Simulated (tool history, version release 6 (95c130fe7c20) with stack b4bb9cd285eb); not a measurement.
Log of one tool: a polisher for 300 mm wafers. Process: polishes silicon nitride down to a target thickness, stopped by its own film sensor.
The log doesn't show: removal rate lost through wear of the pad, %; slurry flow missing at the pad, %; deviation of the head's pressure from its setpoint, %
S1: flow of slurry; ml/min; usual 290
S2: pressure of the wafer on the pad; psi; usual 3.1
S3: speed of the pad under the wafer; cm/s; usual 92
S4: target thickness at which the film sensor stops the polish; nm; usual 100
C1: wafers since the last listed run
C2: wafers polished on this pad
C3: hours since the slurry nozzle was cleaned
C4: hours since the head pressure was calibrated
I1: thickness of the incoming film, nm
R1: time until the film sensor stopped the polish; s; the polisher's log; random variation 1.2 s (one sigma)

run,hour,S1,S2,S3,S4,C1,C2,C3,C4,I1,R1
1,0,290,3.1,92,100,0,745,474.2,307.9,229.3,100.8
# hour 17.8: worn pad replaced by a new one
2,18.3,290,3.1,92,100,102,3,492.5,326.2,227.2,99.8
3,25.6,290,3.5,92,100,52,55,499.8,333.5,228.6,86.9
4,31.7,290,3.5,92,100,43,99,505.9,339.6,225.1,85.3
5,49.3,290,2.5,92,100,125,224,523.5,357.2,233.4,124.8
6,63.4,290,2.5,92,100,100,325,537.6,371.3,230.2,122.3
7,74.4,290,2.4,92,100,78,403,548.6,382.3,229.8,126.4
8,90.5,290,2.4,92,100,114,518,564.7,398.4,230.6,128.2
9,106.2,290,2.4,92,100,112,630,580.4,414.1,225.5,122.4
10,120.7,290,3.1,108,100,103,734,594.9,428.6,226.4,91.6
# hour 124: slurry nozzle cleaned
# hour 129.3: worn pad replaced by a new one
11,134.1,290,3.1,108,100,59,34,10.1,442,227,85
12,151.3,290,3.1,108,100,122,156,27.3,459.2,226.1,82.5
13,183.3,290,3.1,92,100,228,385,59.3,491.2,228.3,92.5
14,201.3,290,3.1,92,100,128,513,77.3,509.2,229.9,94.5
# hour 250.9: worn pad replaced by a new one
15,251.4,290,3.1,92,100,328,3,127.4,559.3,228.9,94.5
16,257.1,290,3.1,92,100,40,44,133.1,565,228.4,93.7
17,264.1,290,3.1,92,100,49,93,140.1,572,233.3,98.9
18,278.3,290,3.1,92,100,101,195,154.3,586.2,226.9,95.9
19,289.3,210,3.1,92,100,78,273,165.3,597.2,229.1,100.1
# hour 293.2: head pressure recalibrated
20,298.7,290,3.1,92,130,52,326,174.7,5.5,230.5,76.8
21,304.8,290,2.5,124,74,43,370,180.8,11.6,227.4,117.6
22,315.4,290,2.2,106,71,75,445,191.4,22.2,228.3,152.9
23,327.8,240,4.1,78,100,88,534,203.8,34.6,228.6,81.4
24,341.9,290,3.1,120,56,100,634,217.9,48.7,227.9,113
25,348.6,290,3.1,92,100,47,682,224.6,55.4,226.7,93.5
26,360,245,3.1,70,112,81,764,236,66.8,230.1,101.7
27,367.5,370,3.1,82,88,53,817,243.5,74.3,229.6,111.6
# hour 377.4: worn pad replaced by a new one
28,377.9,195,3.6,110,81,45,3,253.9,84.7,229.2,93.2
29,386.8,360,2.3,108,127,63,67,262.8,93.6,228.3,93
30,394.7,290,3.1,92,100,56,123,270.7,101.5,234.3,99.3
31,408.7,290,2.2,92,100,99,223,284.7,115.5,232.2,140.4
32,420.1,320,3.1,104,100,81,304,296.1,126.9,233.1,92.7
33,436,330,3.4,70,67,113,418,312,142.8,230.9,125.5

Forecast run 34:
34,448,325,3.1,92,129,85,503,324,154.8,231.3,?

R1: 76.3 s
Without the tool's hidden state the same run would have given R1 73 s.
